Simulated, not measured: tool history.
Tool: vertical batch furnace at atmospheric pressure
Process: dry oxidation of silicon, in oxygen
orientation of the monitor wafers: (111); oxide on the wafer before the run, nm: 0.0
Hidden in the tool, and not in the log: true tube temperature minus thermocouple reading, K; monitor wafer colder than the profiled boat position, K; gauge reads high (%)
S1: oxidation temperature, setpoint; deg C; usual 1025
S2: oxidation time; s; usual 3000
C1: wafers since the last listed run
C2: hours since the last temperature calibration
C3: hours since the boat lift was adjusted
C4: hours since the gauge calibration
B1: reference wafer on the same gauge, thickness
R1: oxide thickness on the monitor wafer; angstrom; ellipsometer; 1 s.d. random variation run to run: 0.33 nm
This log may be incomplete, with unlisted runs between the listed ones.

run,day,S1,S2,C1,C2,C3,C4,B1,R1
1,0.000,1025,3000,0,215.7,5129.7,61.6,84.00,716.2
2,3.988,1012,3000,1638,311.4,5225.4,157.3,83.97,651.3
3,6.146,1012,3000,886,363.2,5277.2,209.1,83.77,652.9
4,7.804,1025,3000,681,403.0,5317.0,248.9,83.86,714.1
5,10.092,1025,3000,940,457.9,5371.9,303.8,83.64,709.4
6,14.354,1025,3000,1751,560.2,5474.2,406.1,83.15,712.9
7,17.867,1025,3000,1443,644.5,5558.5,490.4,83.11,711.7
8,25.667,1025,3000,3205,831.7,5745.7,677.6,82.66,709.5
9,29.079,1025,3000,1402,913.6,5827.6,759.5,82.01,704.5
# day 29.167: gauge calibrated
10,31.604,1025,3000,1037,974.2,5888.2,58.5,84.43,721.6
# day 33.162: boat lift adjusted
11,35.517,1033,3000,1196,1068.1,56.5,152.4,84.51,762.1
12,39.633,1025,3000,1691,1166.9,155.3,251.2,84.25,720.3
13,43.342,1040,3870,1523,1255.9,244.3,340.2,84.07,931.0
14,47.638,1035,4470,1765,1359.0,347.4,443.3,83.67,976.6

Run 15, settings as shown, results not yet in. Your forecast:
# day 49.550: thermocouples replaced and temperature profile calibrated
15,50.867,1006,4290,916,31.6,424.9,520.8,?,?

Run 15 came out at B1 83.61, R1 786.1 angstrom.
Take away the tool's hidden state, keep the run-to-run variation as it was, and the same run would have given R1 791.6 angstrom.
